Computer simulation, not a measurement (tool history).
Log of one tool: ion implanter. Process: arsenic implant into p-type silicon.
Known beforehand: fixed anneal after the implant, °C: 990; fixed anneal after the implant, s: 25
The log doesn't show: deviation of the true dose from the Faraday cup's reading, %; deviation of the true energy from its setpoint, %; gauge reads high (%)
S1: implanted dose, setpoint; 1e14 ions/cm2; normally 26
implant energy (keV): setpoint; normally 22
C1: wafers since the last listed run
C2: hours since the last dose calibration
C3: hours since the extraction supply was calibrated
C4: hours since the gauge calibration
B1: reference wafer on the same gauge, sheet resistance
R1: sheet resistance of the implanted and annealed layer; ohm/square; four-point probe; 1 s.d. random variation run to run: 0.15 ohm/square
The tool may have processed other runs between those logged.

Run 1, day 0: usual settings; C1 0; C2 161.3; C3 4403.8; C4 1659.1; B1 112.02. Result: R1 101.42 ohm/square.
Run 2, day 3.033: usual settings; C1 1093; C2 234.1; C3 4476.6; C4 1731.9; B1 112. Result: R1 101.34 ohm/square.
Run 3, day 5.7: usual settings; C1 961; C2 298.1; C3 4540.6; C4 1795.9; B1 111.93. Result: R1 101.64 ohm/square.
Run 4, day 8.192: usual settings; C1 898; C2 357.9; C3 4600.4; C4 1855.7; B1 111.98. Result: R1 101.49 ohm/square.
Run 5, day 10.204: usual settings but implant energy (keV) 19; C1 725; C2 406.2; C3 4648.7; C4 1904; B1 112.03. Result: R1 107.3 ohm/square.
Run 6, day 13.088: usual settings; C1 1039; C2 475.4; C3 4717.9; C4 1973.2; B1 112.07. Result: R1 101.59 ohm/square.
Run 7, day 17.15: usual settings; C1 1464; C2 572.9; C3 4815.4; C4 2070.7; B1 112.04. Result: R1 101.92 ohm/square.
Run 8, day 20.729: usual settings; C1 1290; C2 658.8; C3 4901.3; C4 2156.6; B1 112.01. Result: R1 101.56 ohm/square.
Run 9, day 24.846: usual settings; C1 1484; C2 757.6; C3 5000.1; C4 2255.4; B1 112.01. Result: R1 101.98 ohm/square.
At day 28.396: Faraday cup replaced and dose calibrated.
At day 28.596: gauge calibrated.
Run 10, day 28.8: usual settings but S1 24.41 1e14 ions/cm2; C1 1305; C2 9.7; C3 5095; C4 4.9; B1 112. Result: R1 102.09 ohm/square.
Run 11, day 31.912: usual settings but S1 24.41 1e14 ions/cm2; C1 1122; C2 84.4; C3 5169.7; C4 79.6; B1 112.01. Result: R1 102.23 ohm/square.
Run 12, day 44.425: usual settings; C1 4511; C2 384.7; C3 5470; C4 379.9; B1 111.92. Result: R1 101.6 ohm/square.
Run 13, day 46.296: usual settings but implant energy (keV) 17; C1 674; C2 429.6; C3 5514.9; C4 424.8; B1 112.03. Result: R1 111.39 ohm/square.
At day 47.883: extraction supply calibrated.
Run 14, day 49.979: usual settings but S1 24.41 1e14 ions/cm2; C1 1207; C2 518; C3 50.3; C4 513.2; B1 112.03. Result: R1 101.17 ohm/square.
Run 15, day 56.329: usual settings but S1 23.73 1e14 ions/cm2, implant energy (keV) 18; C1 2289; C2 670.4; C3 202.7; C4 665.6; B1 112.01. Result: R1 109.44 ohm/square.
Run 16, day 58.404: usual settings; C1 748; C2 720.2; C3 252.5; C4 715.4; B1 112. Result: R1 100.5 ohm/square.
Run 17, day 61.312: usual settings but S1 29.28 1e14 ions/cm2, implant energy (keV) 29; C1 1048; C2 790; C3 322.3; C4 785.2; B1 112.03. Result: R1 88.08 ohm/square.
Run 18, day 65.108: usual settings but S1 29.52 1e14 ions/cm2, implant energy (keV) 24; C1 1368; C2 881.1; C3 413.4; C4 876.3; B1 112.01. Result: R1 95.73 ohm/square.
At day 66.542: Faraday cup replaced and dose calibrated.
Run 19, day 68.208: usual settings but S1 30.05 1e14 ions/cm2, implant energy (keV) 28; C1 997; C2 40; C3 487.8; C4 950.7; B1 112.03. Result: R1 88.83 ohm/square.
Run 20, day 70.208: usual settings but S1 22.23 1e14 ions/cm2, implant energy (keV) 16; C1 721; C2 88; C3 535.8; C4 998.7; B1 112.01. Result: R1 114.52 ohm/square.
Run 21, day 73.238: usual settings but implant energy (keV) 26.5; C1 1092; C2 160.7; C3 608.5; C4 1071.4; B1 112.01. Result: R1 92.67 ohm/square.
Run 22, day 76.712: usual settings but implant energy (keV) 17.5; C1 1252; C2 244.1; C3 691.9; C4 1154.8; B1 112. Result: R1 109.23 ohm/square.
Run 23, day 81.104: usual settings but S1 19.29 1e14 ions/cm2, implant energy (keV) 18; C1 1583; C2 349.5; C3 797.3; C4 1260.2; B1 111.98. Result: R1 112.74 ohm/square.
Run 24, day 85.379: usual settings; C1 1541; C2 452.1; C3 899.9; C4 1362.8; B1 111.95. Result: R1 100.42 ohm/square.
Run 25, day 87.425: usual settings but S1 21.7 1e14 ions/cm2; C1 737; C2 501.2; C3 949; C4 1411.9; B1 111.98. Result: R1 103.14 ohm/square.
Run 26, day 91.542: usual settings but S1 32.44 1e14 ions/cm2; C1 1484; C2 600; C3 1047.8; C4 1510.7; B1 112.03. Result: R1 98.1 ohm/square.

Below, some changes in R1 between adjacent runs. For each, the amount present without the hidden state too (settings, incoming material, random variation) and the amount remaining for the hidden state with gauge scatter not shared by both compared results:
Run 9 -> 10: S1 26 -> 24.41, Faraday cup replaced and dose calibrated, gauge calibrated. R1 +0.11 ohm/square: hidden state -0.65, all else +0.76.
Run 13 -> 14: S1 26 -> 24.41, implant energy (keV) 17 -> 22, extraction supply calibrated. R1 -10.22 ohm/square: hidden state -1.29, all else -8.93.
Run 19 -> 20: S1 30.05 -> 22.23, implant energy (keV) 28 -> 16. R1 +25.69 ohm/square: hidden state +0.17, all else +25.52.
Run 20 -> 21: S1 22.23 -> 26, implant energy (keV) 16 -> 26.5. R1 -21.85 ohm/square: hidden state +0.02, all else -21.87.
